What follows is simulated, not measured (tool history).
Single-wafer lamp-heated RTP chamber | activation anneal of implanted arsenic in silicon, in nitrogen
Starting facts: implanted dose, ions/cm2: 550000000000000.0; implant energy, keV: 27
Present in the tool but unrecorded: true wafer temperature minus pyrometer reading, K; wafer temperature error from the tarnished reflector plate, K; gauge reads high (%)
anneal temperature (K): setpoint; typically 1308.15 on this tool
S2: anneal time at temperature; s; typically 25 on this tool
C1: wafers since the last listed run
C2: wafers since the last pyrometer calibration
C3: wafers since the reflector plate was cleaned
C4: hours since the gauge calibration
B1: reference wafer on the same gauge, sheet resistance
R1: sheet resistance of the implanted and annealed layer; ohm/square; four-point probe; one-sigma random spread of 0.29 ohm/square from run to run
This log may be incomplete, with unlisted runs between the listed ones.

Run 1, day 0.000: usual settings; C1 0; C2 176; C3 3028; C4 1185.0; B1 171.04. Result: R1 172.04 ohm/square.
Run 2, day 2.321: usual settings but anneal temperature (K) 1296.15, S2 17 s; C1 609; C2 785; C3 3637; C4 1240.7; B1 170.92. Result: R1 175.89 ohm/square.
Run 3, day 3.717: usual settings but anneal temperature (K) 1296.15, S2 17 s; C1 366; C2 1152; C3 4003; C4 1274.2; B1 171.08. Result: R1 175.43 ohm/square.
Run 4, day 5.617: usual settings; C1 498; C2 1650; C3 4502; C4 1319.8; B1 171.05. Result: R1 172.25 ohm/square.
Run 5, day 6.788: usual settings; C1 307; C2 1958; C3 4810; C4 1347.9; B1 170.91. Result: R1 171.60 ohm/square.
At day 8.217: reflector plate cleaned.
Run 6, day 8.758: usual settings; C1 429; C2 2388; C3 142; C4 1395.2; B1 171.17. Result: R1 173.12 ohm/square.
At day 12.696: gauge calibrated.
Run 7, day 16.029: usual settings; C1 1909; C2 4297; C3 2051; C4 80.0; B1 170.94. Result: R1 172.83 ohm/square.
At day 18.300: pyrometer window cleaned and pyrometer calibrated.
Run 8, day 18.321: usual settings; C1 514; C2 5; C3 2565; C4 135.0; B1 171.04. Result: R1 173.42 ohm/square.
Run 9, day 19.642: usual settings; C1 346; C2 352; C3 2912; C4 166.7; B1 170.91. Result: R1 172.66 ohm/square.
Run 10, day 21.929: usual settings; C1 600; C2 953; C3 3513; C4 221.6; B1 170.97. Result: R1 172.52 ohm/square.
Run 11, day 24.129: usual settings; C1 577; C2 1531; C3 4090; C4 274.4; B1 171.13. Result: R1 172.27 ohm/square.
Run 12, day 25.217: usual settings but anneal temperature (K) 1287.15, S2 31 s; C1 285; C2 1816; C3 4376; C4 300.5; B1 170.87. Result: R1 173.65 ohm/square.
Run 13, day 27.583: usual settings but anneal temperature (K) 1331.15, S2 11 s; C1 621; C2 2438; C3 4997; C4 357.3; B1 170.96. Result: R1 174.41 ohm/square.
At day 28.892: reflector plate cleaned.
Run 14, day 29.142: usual settings but anneal temperature (K) 1316.15, S2 13 s; C1 321; C2 2759; C3 65; C4 394.7; B1 170.95. Result: R1 175.48 ohm/square.
Run 15, day 31.246: usual settings but anneal temperature (K) 1287.15, S2 18 s; C1 552; C2 3312; C3 617; C4 445.2; B1 170.97. Result: R1 176.78 ohm/square.
Run 16, day 34.167: usual settings but anneal temperature (K) 1324.15; C1 766; C2 4079; C3 1384; C4 515.3; B1 170.92. Result: R1 171.30 ohm/square.
Run 17, day 36.375: usual settings but S2 21 s; C1 579; C2 4659; C3 1964; C4 568.3; B1 171.09. Result: R1 174.24 ohm/square.
At day 37.450: pyrometer window cleaned and pyrometer calibrated.
Run 18, day 37.912: usual settings; C1 316; C2 121; C3 2280; C4 605.2; B1 170.93. Result: R1 172.69 ohm/square.
Run 19, day 40.700: usual settings but anneal temperature (K) 1298.15, S2 15 s; C1 731; C2 853; C3 3012; C4 672.1; B1 171.01. Result: R1 176.32 ohm/square.
Run 20, day 43.067: usual settings but anneal temperature (K) 1319.15, S2 30 s; C1 621; C2 1475; C3 3634; C4 728.9; B1 170.99. Result: R1 170.26 ohm/square.
Run 21, day 44.075: usual settings but anneal temperature (K) 1336.15; C1 264; C2 1740; C3 3899; C4 753.1; B1 171.07. Result: R1 169.30 ohm/square.
Run 22, day 45.671: usual settings; C1 419; C2 2159; C3 4318; C4 791.4; B1 171.03. Result: R1 172.81 ohm/square.
At day 48.142: reflector plate cleaned.
Run 23, day 48.650: usual settings but S2 18 s; C1 694; C2 2853; C3 133; C4 862.9; B1 171.07. Result: R1 174.37 ohm/square.
Run 24, day 50.417: usual settings but anneal temperature (K) 1283.15, S2 17 s; C1 463; C2 3317; C3 597; C4 905.3; B1 170.90. Result: R1 177.38 ohm/square.
Run 25, day 52.796: usual settings but anneal temperature (K) 1281.15, S2 32 s; C1 624; C2 3942; C3 1222; C4 962.4; B1 171.14. Result: R1 174.38 ohm/square.
Run 26, day 55.717: usual settings but anneal temperature (K) 1298.15, S2 15 s; C1 766; C2 4709; C3 1989; C4 1032.5; B1 170.92. Result: R1 175.99 ohm/square.
At day 58.575: pyrometer window cleaned and pyrometer calibrated.
Run 27, day 58.596: usual settings; C1 668; C2 5; C3 2657; C4 1101.6; B1 170.97. Result: R1 172.61 ohm/square.
Run 28, day 65.762: usual settings but anneal temperature (K) 1296.15, S2 18 s; C1 1881; C2 1887; C3 4539; C4 1273.6; B1 170.92. Result: R1 174.61 ohm/square.
Run 29, day 66.779: usual settings; C1 266; C2 2154; C3 4806; C4 1298.0; B1 171.03. Result: R1 171.73 ohm/square.
Run 30, day 68.742: usual settings but anneal temperature (K) 1283.15, S2 32 s; C1 515; C2 2670; C3 5322; C4 1345.1; B1 170.83. Result: R1 174.09 ohm/square.
Run 31, day 69.879: usual settings but anneal temperature (K) 1278.15, S2 37 s; C1 298; C2 2968; C3 5620; C4 1372.4; B1 171.03. Result: R1 173.75 ohm/square.
Run 32, day 71.388: usual settings; C1 396; C2 3364; C3 6016; C4 1408.6; B1 170.94. Result: R1 171.60 ohm/square.
At day 72.392: reflector plate cleaned.
Run 33, day 74.029: usual settings but anneal temperature (K) 1323.15, S2 14 s; C1 606; C2 3970; C3 430; C4 1472.0; B1 171.08. Result: R1 173.83 ohm/square.
Run 34, day 76.696: usual settings; C1 700; C2 4671; C3 1130; C4 1536.0; B1 171.03. Result: R1 172.93 ohm/square.
At day 77.617: gauge calibrated.
Run 35, day 77.846: usual settings but anneal temperature (K) 1278.15, S2 12 s; C1 301; C2 4973; C3 1432; C4 5.5; B1 171.04. Result: R1 179.04 ohm/square.

What the log doesn't show, run by run:
true wafer temperature minus pyrometer reading, K: 0, the same for each run
gauge reads high (%): 0, the same for each run
H1: wafer temperature error from the tarnished reflector plate, K
run     H1
  1   5.55
  2   6.43
  3   6.96
  4   7.68
  5   8.12
  6   1.61
  7   4.35
  8   5.22
  9   5.72
 10   6.58
 11   7.41
 12   7.83
 13   8.72
 14  0.376
 15   1.17
 16   2.27
 17   3.11
 18   3.69
 19   4.74
 20   5.64
 21   6.02
 22   6.62
 23   2.74
 24   3.41
 25   4.31
 26   5.41
 27    6.5
 28   9.21
 29   9.59
 30   10.3
 31   10.8
 32   11.3
 33    1.9
 34    2.9
 35   3.34
